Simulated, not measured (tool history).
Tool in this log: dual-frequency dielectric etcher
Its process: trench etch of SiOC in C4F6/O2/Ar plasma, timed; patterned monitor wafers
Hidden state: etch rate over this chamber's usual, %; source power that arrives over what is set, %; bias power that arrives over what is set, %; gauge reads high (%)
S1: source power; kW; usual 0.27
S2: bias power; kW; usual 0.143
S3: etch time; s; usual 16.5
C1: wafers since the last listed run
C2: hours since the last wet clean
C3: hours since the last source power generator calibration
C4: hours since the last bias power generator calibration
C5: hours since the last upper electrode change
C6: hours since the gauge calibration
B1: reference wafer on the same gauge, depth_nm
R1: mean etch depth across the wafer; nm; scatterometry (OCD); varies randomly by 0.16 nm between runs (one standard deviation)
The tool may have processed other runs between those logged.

run 1 hour=0 | S1=0.29 S2=0.143 S3=16.5 | C1=0 C2=212.6 C3=2452.3 C4=1917.3 C5=3099.6 C6=208.9 | B1=31.99 | R1=29.76
run 2 hour=20.5 | S1=0.29 S2=0.143 S3=16.5 | C1=232 C2=233.1 C3=2472.8 C4=1937.8 C5=3120.1 C6=229.4 | B1=32 | R1=29.4
run 3 hour=46.9 | S1=0.29 S2=0.143 S3=16.5 | C1=299 C2=259.5 C3=2499.2 C4=1964.2 C5=3146.5 C6=255.8 | B1=31.99 | R1=29.81
run 4 hour=112.6 | S1=0.27 S2=0.143 S3=16.5 | C1=744 C2=325.2 C3=2564.9 C4=2029.9 C5=3212.2 C6=321.5 | B1=32 | R1=28.87
run 5 hour=142.6 | S1=0.29 S2=0.151 S3=16.5 | C1=340 C2=355.2 C3=2594.9 C4=2059.9 C5=3242.2 C6=351.5 | B1=32.06 | R1=30.15
run 6 hour=178 | S1=0.29 S2=0.151 S3=16.5 | C1=401 C2=390.6 C3=2630.3 C4=2095.3 C5=3277.6 C6=386.9 | B1=31.97 | R1=30.18
run 7 hour=213.3 | S1=0.25 S2=0.143 S3=16.5 | C1=400 C2=425.9 C3=2665.6 C4=2130.6 C5=3312.9 C6=422.2 | B1=31.96 | R1=27.89
run 8 hour=241.3 | S1=0.25 S2=0.143 S3=16.5 | C1=317 C2=453.9 C3=2693.6 C4=2158.6 C5=3340.9 C6=450.2 | B1=32.02 | R1=28.17
run 9 hour=263.7 | S1=0.27 S2=0.143 S3=18 | C1=253 C2=476.3 C3=2716 C4=2181 C5=3363.3 C6=472.6 | B1=31.95 | R1=31.74
-- hour=311.7 wet clean of the chamber
run 10 hour=312.2 | S1=0.22 S2=0.17 S3=16.5 | C1=277 C2=0.5 C3=2764.5 C4=2229.5 C5=3411.8 C6=521.1 | B1=31.97 | R1=26.34
run 11 hour=324.7 | S1=0.22 S2=0.17 S3=16.5 | C1=141 C2=13 C3=2777 C4=2242 C5=3424.3 C6=533.6 | B1=32 | R1=26.28
run 12 hour=358.5 | S1=0.22 S2=0.17 S3=16.5 | C1=383 C2=46.8 C3=2810.8 C4=2275.8 C5=3458.1 C6=567.4 | B1=32 | R1=26.27
run 13 hour=374.1 | S1=0.3 S2=0.143 S3=16.5 | C1=176 C2=62.4 C3=2826.4 C4=2291.4 C5=3473.7 C6=583 | B1=32.03 | R1=29.54
run 14 hour=395.5 | S1=0.33 S2=0.143 S3=19.5 | C1=242 C2=83.8 C3=2847.8 C4=2312.8 C5=3495.1 C6=604.4 | B1=32.02 | R1=36.34
-- hour=479 gauge calibrated
run 15 hour=501.6 | S1=0.27 S2=0.143 S3=16.5 | C1=1203 C2=189.9 C3=2953.9 C4=2418.9 C5=3601.2 C6=22.6 | B1=32 | R1=28.43
run 16 hour=519.9 | S1=0.24 S2=0.143 S3=14 | C1=207 C2=208.2 C3=2972.2 C4=2437.2 C5=3619.5 C6=40.9 | B1=31.98 | R1=23.14
-- hour=558 upper electrode replaced, of another model than before
run 17 hour=558.5 | S1=0.3 S2=0.124 S3=14 | C1=165 C2=246.8 C3=3010.8 C4=2475.8 C5=0.5 C6=79.5 | B1=32.02 | R1=24.14
run 18 hour=561.7 | S1=0.27 S2=0.143 S3=16.5 | C1=36 C2=250 C3=3014 C4=2479 C5=3.7 C6=82.7 | B1=32 | R1=28.75
-- hour=630.9 bias power generator calibrated
run 19 hour=648 | S1=0.21 S2=0.108 S3=18.5 | C1=933 C2=336.3 C3=3100.3 C4=17.1 C5=90 C6=169 | B1=31.99 | R1=26.89
-- hour=737.8 source power generator calibrated
run 20 hour=738.3 | S1=0.23 S2=0.168 S3=18.5 | C1=978 C2=426.6 C3=0.5 C4=107.4 C5=180.3 C6=259.3 | B1=32.01 | R1=32.7
run 21 hour=767.4 | S1=0.22 S2=0.169 S3=19.5 | C1=329 C2=455.7 C3=29.6 C4=136.5 C5=209.4 C6=288.4 | B1=32.05 | R1=33.6
-- hour=793.5 wet clean of the chamber
run 22 hour=794 | S1=0.27 S2=0.143 S3=16.5 | C1=29 C2=0.5 C3=56.2 C4=163.1 C5=236 C6=315 | B1=31.99 | R1=28.24
run 23 hour=814.7 | S1=0.27 S2=0.109 S3=16.5 | C1=234 C2=21.2 C3=76.9 C4=183.8 C5=256.7 C6=335.7 | B1=31.97 | R1=25.21
run 24 hour=836.7 | S1=0.27 S2=0.177 S3=16.5 | C1=249 C2=43.2 C3=98.9 C4=205.8 C5=278.7 C6=357.7 | B1=32.03 | R1=30.06
run 25 hour=860.7 | S1=0.27 S2=0.143 S3=16.5 | C1=272 C2=67.2 C3=122.9 C4=229.8 C5=302.7 C6=381.7 | B1=32.03 | R1=28.16
run 26 hour=882.2 | S1=0.29 S2=0.168 S3=15 | C1=243 C2=88.7 C3=144.4 C4=251.3 C5=324.2 C6=403.2 | B1=32.02 | R1=27.87
run 27 hour=971.5 | S1=0.27 S2=0.143 S3=18 | C1=1012 C2=178 C3=233.7 C4=340.6 C5=413.5 C6=492.5 | B1=31.99 | R1=30.98

Alternative continuations, all from the tool just after run 27; predict every row:
run A hour=971.9 | S1=0.27 S2=0.143 S3=16.5 | C1=4 C2=178.4 C3=234.1 C4=341 C5=413.9 C6=492.9 | B1=? | R1=?
run B hour=971.9 | S1=0.3 S2=0.152 S3=16.5 | C1=4 C2=178.4 C3=234.1 C4=341 C5=413.9 C6=492.9 | B1=? | R1=?
run C hour=971.9 | S1=0.25 S2=0.143 S3=13 | C1=4 C2=178.4 C3=234.1 C4=341 C5=413.9 C6=492.9 | B1=? | R1=?
run D hour=971.9 | S1=0.22 S2=0.143 S3=16.5 | C1=4 C2=178.4 C3=234.1 C4=341 C5=413.9 C6=492.9 | B1=? | R1=?

run=A B1=32 R1=28.45
run=B B1=32 R1=30.25
run=C B1=32 R1=21.79
run=D B1=32 R1=26.39
With no hidden state in the tool, these same runs would have given:
run=A R1=28.18
run=B R1=29.97
run=C R1=21.59
run=D R1=26.15
